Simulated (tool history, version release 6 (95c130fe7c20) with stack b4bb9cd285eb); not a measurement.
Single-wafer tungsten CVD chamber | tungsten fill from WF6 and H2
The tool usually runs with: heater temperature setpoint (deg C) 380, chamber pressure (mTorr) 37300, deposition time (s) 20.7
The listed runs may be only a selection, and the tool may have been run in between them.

run   hour  heater temperature setpoint (deg C)  chamber pressure (mTorr)  deposition time (s)  wafers since the last listed run  hours since the last thermocouple change  hours since the last manometer calibration  hours since the showerhead was replaced  hours since the gauge calibration  read-back reference wafer on the same gauge, thickness_nm  mean film thickness on the monitor wafer (nm)
  1    0.0                                  380                     37300                 20.7                                 0                                    2047.9                                       943.1                                   3724.9                              282.0                                                     52.758                                         46.113
  2   20.4                                  380                     37300                 20.7                               695                                    2068.3                                       963.5                                   3745.3                              302.4                                                     52.744                                         46.263
  3   58.3                                  380                     37300                 20.7                              1292                                    2106.2                                      1001.4                                   3783.2                              340.3                                                     52.811                                         46.379
  4   84.3                                  380                     37300                 20.7                               886                                    2132.2                                      1027.4                                   3809.2                              366.3                                                     52.848                                         46.341
  5  113.6                                  380                     37300                 20.7                               999                                    2161.5                                      1056.7                                   3838.5                              395.6                                                     52.805                                         46.134
  6  133.3                                  380                     37300                 23.3                               671                                    2181.2                                      1076.4                                   3858.2                              415.3                                                     52.850                                         51.831
  7  151.2                                  369                     37300                 20.7                               610                                    2199.1                                      1094.3                                   3876.1                              433.2                                                     52.883                                         37.730
  8  164.5                                  380                     37300                 20.7                               453                                    2212.4                                      1107.6                                   3889.4                              446.5                                                     52.817                                         46.246
  9  197.7                                  380                     37300                 20.7                              1132                                    2245.6                                      1140.8                                   3922.6                              479.7                                                     52.880                                         46.119
     221.2  -- showerhead replaced
 10  221.7                                  380                     37300                 20.7                               545                                    2269.6                                      1164.8                                      0.5                              503.7                                                     52.897                                         46.598
     224.6  -- gauge calibrated
     231.2  -- thermocouple changed; heater temperature recalibrated
 11  251.2                                  380                     37300                 20.7                               733                                      20.0                                      1194.3                                     30.0                               26.6                                                     52.026                                         45.648
 12  273.6                                  388                     34500                 20.7                               763                                      42.4                                      1216.7                                     52.4                               49.0                                                     52.226                                         51.366
 13  308.1                                  371                     30600                 17.9                              1176                                      76.9                                      1251.2                                     86.9                               83.5                                                     52.325                                         31.504
     344.4  -- capacitance manometer re-zeroed and calibrated
 14  344.9                                  380                     37300                 20.7                               981                                     113.7                                         0.5                                    123.7                              120.3                                                     52.501                                         46.098
 15  358.3                                  380                     37300                 20.7                               456                                     127.1                                        13.9                                    137.1                              133.7                                                     52.523                                         45.919
 16  427.1                                  373                     34400                 19.4                              2345                                     195.9                                        82.7                                    205.9                              202.5                                                     52.663                                         37.127
 17  456.4                                  380                     37300                 20.7                               999                                     225.2                                       112.0                                    235.2                              231.8                                                     52.722                                         46.239
 18  472.4                                  380                     37300                 18.6                               545                                     241.2                                       128.0                                    251.2                              247.8                                                     52.705                                         41.493
 19  526.2                                  380                     41600                 20.7                              1834                                     295.0                                       181.8                                    305.0                              301.6                                                     52.775                                         47.991
 20  547.7                                  392                     30200                 17.8                               733                                     316.5                                       203.3                                    326.5                              323.1                                                     52.803                                         45.783
 21  580.5                                  388                     34800                 24.7                              1118                                     349.3                                       236.1                                    359.3                              355.9                                                     52.785                                         62.196
 22  616.2                                  370                     45400                 20.7                              1217                                     385.0                                       271.8                                    395.0                              391.6                                                     52.869                                         41.076

5 options for the next run, each taken on its own from the tool as it stands now. Forecast them:
  A  616.6                                  380                     37300                 20.7                                13                                     385.4                                       272.2                                    395.4                              392.0                                                          ?                                              ?
  B  616.6                                  380                     37300                 19.1                                13                                     385.4                                       272.2                                    395.4                              392.0                                                          ?                                              ?
  C  616.6                                  380                     37300                 16.9                                13                                     385.4                                       272.2                                    395.4                              392.0                                                          ?                                              ?
  D  616.6                                  375                     34600                 19.3                                13                                     385.4                                       272.2                                    395.4                              392.0                                                          ?                                              ?
  E  616.6                                  392                     31800                 24.1                                13                                     385.4                                       272.2                                    395.4                              392.0                                                          ?                                              ?

run  read-back reference wafer on the same gauge, thickness_nm  mean film thickness on the monitor wafer (nm)
  A                                                     52.828                                         46.282
  B                                                     52.828                                         42.689
  C                                                     52.828                                         37.752
  D                                                     52.828                                         38.439
  E                                                     52.828                                         63.061
With the hidden condition removed and each run's random variation left untouched, the same runs would have given:
run  mean film thickness on the monitor wafer (nm)
  A                                         45.465
  B                                         41.936
  C                                         37.086
  D                                         37.761
  E                                         61.948

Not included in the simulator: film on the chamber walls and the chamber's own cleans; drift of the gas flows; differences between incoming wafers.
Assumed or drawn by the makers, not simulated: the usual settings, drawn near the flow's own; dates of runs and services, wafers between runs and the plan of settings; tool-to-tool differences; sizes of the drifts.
